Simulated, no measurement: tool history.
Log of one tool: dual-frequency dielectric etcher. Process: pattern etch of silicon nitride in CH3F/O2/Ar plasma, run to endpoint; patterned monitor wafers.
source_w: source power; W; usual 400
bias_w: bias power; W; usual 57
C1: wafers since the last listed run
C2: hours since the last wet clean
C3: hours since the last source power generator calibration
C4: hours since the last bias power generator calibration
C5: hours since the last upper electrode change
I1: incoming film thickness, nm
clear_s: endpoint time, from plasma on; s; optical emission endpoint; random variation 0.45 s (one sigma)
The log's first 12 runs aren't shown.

run 13 day=38.042 | source_w=440 bias_w=67 | C1=932 C2=196.0 C3=3122.2 C4=4527.7 C5=5154.3 | I1=30.96 | clear_s=47.2
run 14 day=41.271 | source_w=450 bias_w=47 | C1=756 C2=273.5 C3=3199.7 C4=4605.2 C5=5231.8 | I1=30.55 | clear_s=52.9
run 15 day=43.250 | source_w=450 bias_w=57 | C1=463 C2=321.0 C3=3247.2 C4=4652.7 C5=5279.3 | I1=31.10 | clear_s=49.6
run 16 day=46.062 | source_w=450 bias_w=57 | C1=659 C2=388.5 C3=3314.7 C4=4720.2 C5=5346.8 | I1=31.04 | clear_s=49.7
run 17 day=49.367 | source_w=460 bias_w=48 | C1=774 C2=467.8 C3=3394.0 C4=4799.5 C5=5426.1 | I1=30.94 | clear_s=51.9
-- day=50.133 bias power generator calibrated
run 18 day=53.267 | source_w=490 bias_w=51 | C1=875 C2=561.4 C3=3487.6 C4=75.2 C5=5519.7 | I1=31.07 | clear_s=49.2
run 19 day=56.067 | source_w=500 bias_w=46 | C1=656 C2=628.6 C3=3554.8 C4=142.4 C5=5586.9 | I1=30.76 | clear_s=50.1
-- day=57.742 upper electrode replaced, of another model than before
-- day=57.808 wet clean of the chamber
run 20 day=58.771 | source_w=340 bias_w=67 | C1=384 C2=23.1 C3=3619.7 C4=207.3 C5=24.7 | I1=30.88 | clear_s=54.2
run 21 day=60.696 | source_w=370 bias_w=57 | C1=451 C2=69.3 C3=3665.9 C4=253.5 C5=70.9 | I1=31.15 | clear_s=55.2
run 22 day=63.212 | source_w=400 bias_w=57 | C1=589 C2=129.7 C3=3726.3 C4=313.9 C5=131.3 | I1=30.85 | clear_s=52.8
run 23 day=66.138 | source_w=340 bias_w=69 | C1=685 C2=199.9 C3=3796.5 C4=384.1 C5=201.5 | I1=31.19 | clear_s=53.3
run 24 day=69.125 | source_w=350 bias_w=65 | C1=700 C2=271.6 C3=3868.2 C4=455.8 C5=273.2 | I1=30.92 | clear_s=53.4

The next listed run, before its measurement:
run 25 day=71.021 | source_w=480 bias_w=44 | C1=444 C2=317.1 C3=3913.7 C4=501.3 C5=318.7 | I1=31.50 | clear_s=?

{"run 25": {"clear_s": 53.3}}
Without the tool's hidden state the same run would have given clear_s 54.6 s.

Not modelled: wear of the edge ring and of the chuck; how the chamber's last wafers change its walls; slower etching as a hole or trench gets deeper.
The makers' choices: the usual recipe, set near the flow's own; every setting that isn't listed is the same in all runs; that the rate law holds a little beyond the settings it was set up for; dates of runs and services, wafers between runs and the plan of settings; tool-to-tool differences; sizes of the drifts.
